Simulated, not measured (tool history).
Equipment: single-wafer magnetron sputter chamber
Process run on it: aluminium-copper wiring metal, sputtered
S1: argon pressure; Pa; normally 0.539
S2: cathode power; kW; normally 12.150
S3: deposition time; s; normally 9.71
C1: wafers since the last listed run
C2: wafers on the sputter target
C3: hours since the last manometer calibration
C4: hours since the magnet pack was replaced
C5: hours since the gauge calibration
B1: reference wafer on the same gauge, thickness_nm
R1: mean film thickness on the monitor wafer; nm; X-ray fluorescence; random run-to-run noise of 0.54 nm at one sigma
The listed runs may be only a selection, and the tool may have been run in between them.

Run 1, hour 0.0: usual settings; C1 0; C2 3646; C3 2525.0; C4 4791.1; C5 670.5; B1 172.032. Result: R1 196.338 nm.
Run 2, hour 9.4: usual settings; C1 215; C2 3862; C3 2534.4; C4 4800.5; C5 679.9; B1 171.961. Result: R1 195.844 nm.
At hour 18.4: gauge calibrated.
Run 3, hour 19.1: usual settings; C1 222; C2 4084; C3 2544.1; C4 4810.2; C5 0.7; B1 171.914. Result: R1 196.725 nm.
Run 4, hour 31.6: usual settings; C1 286; C2 4371; C3 2556.6; C4 4822.7; C5 13.2; B1 171.948. Result: R1 196.461 nm.
Run 5, hour 43.7: usual settings; C1 277; C2 4648; C3 2568.7; C4 4834.8; C5 25.3; B1 171.982. Result: R1 195.316 nm.
Run 6, hour 57.6: usual settings but S1 0.667 Pa; C1 318; C2 4967; C3 2582.6; C4 4848.7; C5 39.2; B1 172.006. Result: R1 188.036 nm.
Run 7, hour 67.5: usual settings but S1 0.667 Pa; C1 227; C2 5194; C3 2592.5; C4 4858.6; C5 49.1; B1 171.975. Result: R1 188.163 nm.
Run 8, hour 82.6: usual settings; C1 346; C2 5541; C3 2607.6; C4 4873.7; C5 64.2; B1 172.021. Result: R1 196.158 nm.
Run 9, hour 95.3: usual settings; C1 291; C2 5832; C3 2620.3; C4 4886.4; C5 76.9; B1 171.980. Result: R1 196.618 nm.
Run 10, hour 104.1: usual settings; C1 201; C2 6034; C3 2629.1; C4 4895.2; C5 85.7; B1 172.069. Result: R1 196.480 nm.
Run 11, hour 116.5: usual settings but S1 0.642 Pa, S2 14.800 kW, S3 10.44 s; C1 284; C2 6318; C3 2641.5; C4 4907.6; C5 98.1; B1 172.015. Result: R1 249.872 nm.
Run 12, hour 126.0: usual settings; C1 217; C2 6536; C3 2651.0; C4 4917.1; C5 107.6; B1 171.886. Result: R1 197.084 nm.
Run 13, hour 132.5: usual settings but S3 11.58 s; C1 149; C2 6685; C3 2657.5; C4 4923.6; C5 114.1; B1 172.066. Result: R1 233.476 nm.
Run 14, hour 140.3: usual settings; C1 178; C2 6864; C3 2665.3; C4 4931.4; C5 121.9; B1 172.014. Result: R1 197.224 nm.
Run 15, hour 147.2: usual settings but S1 0.452 Pa, S2 11.200 kW; C1 158; C2 7022; C3 2672.2; C4 4938.3; C5 128.8; B1 171.934. Result: R1 186.209 nm.
At hour 176.3: sputter target and shields replaced.
Run 16, hour 195.4: usual settings but S1 0.443 Pa, S2 14.700 kW, S3 9.09 s; C1 921; C2 437; C3 2720.4; C4 4986.5; C5 177.0; B1 172.005. Result: R1 230.452 nm.
Run 17, hour 210.8: usual settings but S3 8.18 s; C1 353; C2 791; C3 2735.8; C4 5001.9; C5 192.4; B1 171.933. Result: R1 165.405 nm.
Run 18, hour 223.5: usual settings but S1 0.684 Pa, S2 10.100 kW, S3 10.68 s; C1 291; C2 1082; C3 2748.5; C4 5014.6; C5 205.1; B1 172.022. Result: R1 171.316 nm.
Run 19, hour 232.6: usual settings but S1 0.687 Pa, S2 14.250 kW, S3 8.68 s; C1 208; C2 1291; C3 2757.6; C4 5023.7; C5 214.2; B1 171.990. Result: R1 195.853 nm.
At hour 250.3: capacitance manometer re-zeroed and calibrated.
At hour 257.9: magnet pack replaced.
Run 20, hour 258.4: usual settings but S1 0.730 Pa, S2 13.050 kW, S3 8.60 s; C1 233; C2 1524; C3 8.1; C4 0.5; C5 240.0; B1 172.004. Result: R1 176.271 nm.
Run 21, hour 259.4: usual settings but S1 0.649 Pa, S2 9.650 kW, S3 8.10 s; C1 22; C2 1547; C3 9.1; C4 1.5; C5 241.0; B1 172.021. Result: R1 125.605 nm.
Run 22, hour 266.2: usual settings but S1 0.449 Pa, S2 14.500 kW, S3 7.93 s; C1 155; C2 1703; C3 15.9; C4 8.3; C5 247.8; B1 172.041. Result: R1 196.336 nm.
Run 23, hour 281.1: usual settings but S1 0.423 Pa, S2 13.100 kW; C1 341; C2 2044; C3 30.8; C4 23.2; C5 262.7; B1 172.114. Result: R1 219.942 nm.
Run 24, hour 299.0: usual settings but S1 0.605 Pa, S2 14.900 kW, S3 10.55 s; C1 410; C2 2455; C3 48.7; C4 41.1; C5 280.6; B1 172.026. Result: R1 254.891 nm.
Run 25, hour 314.1: usual settings but S2 9.550 kW, S3 9.16 s; C1 346; C2 2801; C3 63.8; C4 56.2; C5 295.7; B1 172.021. Result: R1 145.998 nm.
Run 26, hour 366.0: usual settings but S2 10.000 kW, S3 10.90 s; C1 1190; C2 3992; C3 115.7; C4 108.1; C5 347.6; B1 172.039. Result: R1 181.333 nm.
Run 27, hour 382.7: usual settings but S1 0.476 Pa, S2 11.400 kW; C1 383; C2 4375; C3 132.4; C4 124.8; C5 364.3; B1 172.014. Result: R1 188.341 nm.
Run 28, hour 416.5: usual settings but S1 0.634 Pa, S2 13.900 kW; C1 775; C2 5150; C3 166.2; C4 158.6; C5 398.1; B1 171.838. Result: R1 218.350 nm.
Run 29, hour 430.5: usual settings but S1 0.631 Pa; C1 321; C2 5471; C3 180.2; C4 172.6; C5 412.1; B1 171.995. Result: R1 190.393 nm.
Run 30, hour 442.4: usual settings but S1 0.404 Pa; C1 272; C2 5744; C3 192.1; C4 184.5; C5 424.0; B1 172.023. Result: R1 206.102 nm.
Run 31, hour 458.1: usual settings but S3 9.15 s; C1 360; C2 6104; C3 207.8; C4 200.2; C5 439.7; B1 171.927. Result: R1 185.168 nm.
Run 32, hour 467.9: usual settings; C1 224; C2 6329; C3 217.6; C4 210.0; C5 449.5; B1 171.896. Result: R1 196.227 nm.
Run 33, hour 475.9: usual settings but S1 0.407 Pa, S2 13.350 kW, S3 8.75 s; C1 183; C2 6512; C3 225.6; C4 218.0; C5 457.5; B1 171.982. Result: R1 204.015 nm.
Run 34, hour 493.2: usual settings; C1 396; C2 6909; C3 242.9; C4 235.3; C5 474.8; B1 172.032. Result: R1 196.080 nm.

For each run, what was the tool's unlogged condition?
deposition rate above that of a new target (%): 0 at every run
true argon pressure above the setpoint (%): 0 at every run
gauge reads high (%): 0 at every run

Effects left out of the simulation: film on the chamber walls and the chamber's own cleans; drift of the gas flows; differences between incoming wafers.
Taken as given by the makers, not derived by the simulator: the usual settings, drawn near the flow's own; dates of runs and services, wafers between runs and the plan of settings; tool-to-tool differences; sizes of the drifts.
